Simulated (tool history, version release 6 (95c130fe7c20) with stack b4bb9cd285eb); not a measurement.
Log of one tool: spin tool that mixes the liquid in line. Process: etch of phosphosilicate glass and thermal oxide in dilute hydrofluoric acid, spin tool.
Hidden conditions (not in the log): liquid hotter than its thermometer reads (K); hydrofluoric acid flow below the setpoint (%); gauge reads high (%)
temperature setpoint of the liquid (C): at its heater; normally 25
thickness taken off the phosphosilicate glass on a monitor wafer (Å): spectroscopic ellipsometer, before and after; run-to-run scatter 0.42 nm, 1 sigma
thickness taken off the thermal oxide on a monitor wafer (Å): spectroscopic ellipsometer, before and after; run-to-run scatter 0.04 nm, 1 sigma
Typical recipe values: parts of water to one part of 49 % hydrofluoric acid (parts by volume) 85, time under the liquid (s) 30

run,day,temperature setpoint of the liquid (C),parts of water to one part of 49 % hydrofluoric acid (parts by volume),time under the liquid (s),wafers since the last listed run,hours since the thermometer was replaced,hours since the hydrofluoric acid flow meter was replaced,hours since the gauge calibration,"read-back film thickness of the phosphosilicate glass reference wafer, read on the same gauge (nm)","read-back film thickness of the thermal oxide reference wafer, read on the same gauge (nm)",thickness taken off the phosphosilicate glass on a monitor wafer (Å),thickness taken off the thermal oxide on a monitor wafer (Å)
1,0,25,115,30,0,1137.8,135.8,1052,50.02,89.996,583.8,13.42
2,3.158,25,115,30,558,1213.6,211.6,1127.8,50.03,90.059,583,13.01
3,5.904,25,115,30,485,1279.5,277.5,1193.7,49.99,89.972,587.8,12.97
4,8.517,25,60,30,461,1342.2,340.2,1256.4,49.98,90.015,1210.4,27.51
5,11.246,25,85,30,482,1407.7,405.7,1321.9,50,90.029,829.4,17.86
6,23.296,25,85,40,2130,1696.9,694.9,1611.1,50.03,89.995,1107.6,25.37
7,26.521,26.5,110,25,570,1774.3,772.3,1688.5,49.99,89.983,552.4,12.63
8,29.771,25,85,30,574,1852.3,850.3,1766.5,49.99,90.003,828.5,18.03
9,32.058,20.5,60,45,404,1907.2,905.2,1821.4,50.02,90.004,1532.1,35.34
# day 32.504: thermometer replaced
# day 33.508: gauge calibrated
10,34.254,25,85,30,380,42,957.9,17.9,50.01,90.004,797.6,18.18
11,36.067,25,85,30,320,85.5,1001.4,61.4,49.97,89.972,803.1,18.87
12,38.933,21,70,15,506,154.3,1070.2,130.2,50,89.99,423.5,9.77
13,41.538,29,60,25,460,216.8,1132.7,192.7,49.98,89.99,1151.9,25.92
14,44.596,25,85,30,540,290.2,1206.1,266.1,50.01,89.974,801.2,18.51
15,47.362,28,85,30,489,356.6,1272.5,332.5,50.02,89.998,909.7,20.91
# day 48.617: hydrofluoric acid flow meter replaced
16,49.529,25,125,20,375,408.6,21.9,384.5,49.97,89.986,349.5,7.96
17,51.475,25,85,30,344,455.3,68.6,431.2,49.98,89.998,806.3,18.25
18,54.233,25,105,50,487,521.5,134.8,497.4,49.99,90.023,1064.8,23.83
19,58.104,27,60,30,684,614.4,227.7,590.3,49.98,90.031,1281.5,28.76
20,65.208,27.5,85,30,1256,784.9,398.2,760.8,50,90.034,901.9,20.5
21,68.633,25,95,30,605,867.1,480.4,843,50,90.018,726.5,16.72
22,72.425,30,45,45,670,958.1,571.4,934,50.01,89.989,3030.1,69.49
23,74.854,20.5,85,35,429,1016.4,629.7,992.3,49.98,90.024,804.5,17.43
24,78.258,20,120,30,601,1098.1,711.4,1074,50.02,89.95,460.1,10.65
25,82.496,25,85,30,749,1199.8,813.1,1175.7,50,90.031,832.2,19.09

Each row is a separate what-if for the run after 25, all from the same tool condition, not one after another. Results?
A,82.512,25,85,45,2,1200.2,813.5,1176.1,?,?,?,?
B,82.512,25,120,30,2,1200.2,813.5,1176.1,?,?,?,?
C,82.512,29.5,70,40,2,1200.2,813.5,1176.1,?,?,?,?
D,82.512,25,75,15,2,1200.2,813.5,1176.1,?,?,?,?
E,82.512,29,85,45,2,1200.2,813.5,1176.1,?,?,?,?

run,"read-back film thickness of the phosphosilicate glass reference wafer, read on the same gauge (nm)","read-back film thickness of the thermal oxide reference wafer, read on the same gauge (nm)",thickness taken off the phosphosilicate glass on a monitor wafer (Å),thickness taken off the thermal oxide on a monitor wafer (Å)
A,50.05,90.013,1238.7,28.04
B,50.05,90.013,559.4,12.66
C,50.05,90.013,1626.8,36.83
D,50.05,90.013,474.2,10.74
E,50.05,90.013,1446.4,32.75
Take away the tool's hidden state, keep each run's random variation, and the runs would have read:
run,thickness taken off the phosphosilicate glass on a monitor wafer (Å),thickness taken off the thermal oxide on a monitor wafer (Å)
A,1200.1,27.17
B,542.4,12.28
C,1577.4,35.71
D,459.3,10.4
E,1402.9,31.76

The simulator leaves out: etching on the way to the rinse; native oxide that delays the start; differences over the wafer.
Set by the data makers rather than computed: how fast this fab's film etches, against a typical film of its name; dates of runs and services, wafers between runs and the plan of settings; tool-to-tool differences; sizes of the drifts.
